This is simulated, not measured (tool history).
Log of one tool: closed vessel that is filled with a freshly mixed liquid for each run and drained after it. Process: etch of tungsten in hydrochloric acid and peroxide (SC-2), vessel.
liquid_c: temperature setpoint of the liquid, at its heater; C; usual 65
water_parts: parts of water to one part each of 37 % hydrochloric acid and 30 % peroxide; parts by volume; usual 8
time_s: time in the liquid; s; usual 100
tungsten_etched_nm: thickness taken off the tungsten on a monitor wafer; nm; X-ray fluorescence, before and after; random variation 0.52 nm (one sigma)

run	hour	liquid_c	water_parts	time_s	wafers since the last listed run	hours since the thermometer was replaced	hours since the chemicals flow meter was replaced	hours since the drum of peroxide was connected	hours since the gauge calibration	read-back film thickness of the tungsten reference wafer, read on the same gauge (nm)	tungsten_etched_nm
1	0	65	6.5	100	0	27.2	2649.8	673.7	761.9	40	62.72
2	9.3	65	6.5	100	945	36.5	2659.1	683	771.2	40.01	62.05
3	18.2	65	8	100	904	45.4	2668	691.9	780.1	40	53.5
4	28.5	65	8	100	1046	55.7	2678.3	702.2	790.4	39.97	52.61
# hour 32.8: gauge calibrated
5	38.3	65	8	100	996	65.5	2688.1	712	5.5	40	53.24
6	52.4	65	8	100	1433	79.6	2702.2	726.1	19.6	40	54.37
7	67.9	65	8	155	1575	95.1	2717.7	741.6	35.1	39.98	82.48
8	74.3	65	8	100	650	101.5	2724.1	748	41.5	40	54.24
9	82.9	62	8	100	874	110.1	2732.7	756.6	50.1	39.99	43.71
10	97.2	56.5	5	50	1453	124.4	2747	770.9	64.4	40.01	22.53
11	113.9	65	8	100	1697	141.1	2763.7	787.6	81.1	40.01	52.74
# hour 128.5: new drum of peroxide connected
12	131.2	67.5	11	155	1656	158.4	2781	2.7	98.4	40.01	73.57
13	147.7	58	11.5	130	1677	174.9	2797.5	19.2	114.9	40.01	33.63
14	165.3	62	8	100	1788	192.5	2815.1	36.8	132.5	40.02	45.32
15	173	65	8	100	782	200.2	2822.8	44.5	140.2	40.01	52.35
# hour 182: chemicals flow meter replaced
16	182.5	65	8	100	863	209.7	0.5	54	149.7	39.99	53.21
17	188.5	72	8	135	609	215.7	6.5	60	155.7	39.98	110.67
18	204.6	65	4.5	70	1636	231.8	22.6	76.1	171.8	39.99	56.9
19	210.7	65	10.5	100	620	237.9	28.7	82.2	177.9	39.99	42.87
20	220.9	72	8	80	1036	248.1	38.9	92.4	188.1	40.01	64.73
21	232.9	65	8	100	1219	260.1	50.9	104.4	200.1	39.99	53.33
22	243.2	72	8	80	1046	270.4	61.2	114.7	210.4	40.01	64.66
23	253.9	67.5	8	60	1087	281.1	71.9	125.4	221.1	40.02	37.69
24	263.5	57	9.5	85	975	290.7	81.5	135	230.7	40.02	23.68
25	274.2	71.5	8	145	1087	301.4	92.2	145.7	241.4	40.02	112.94
26	286.6	65	8	85	1260	313.8	104.6	158.1	253.8	39.99	45.62
27	296.7	57.5	6.5	120	1026	323.9	114.7	168.2	263.9	39.99	47.65
28	309.4	65	12	100	1290	336.6	127.4	180.9	276.6	39.99	37.65
29	321	60	8	100	1179	348.2	139	192.5	288.2	39.99	38.56
30	358.5	72	10.5	55	3811	385.7	176.5	230	325.7	40	35.55
31	372.3	70	6	65	1402	399.5	190.3	243.8	339.5	40	57.95

3 ways to go on from here, each from the tool as it stands after run 31. What would each give?
A	373	59.5	8	100	71	400.2	191	244.5	340.2	?	?
B	373	72	8	100	71	400.2	191	244.5	340.2	?	?
C	373	61.5	6	145	71	400.2	191	244.5	340.2	?	?

run	read-back film thickness of the tungsten reference wafer, read on the same gauge (nm)	tungsten_etched_nm
A	39.99	37.9
B	39.99	80.89
C	39.99	77.85
Without the tool's hidden state the same runs would have given:
run	tungsten_etched_nm
A	37.9
B	80.89
C	77.85
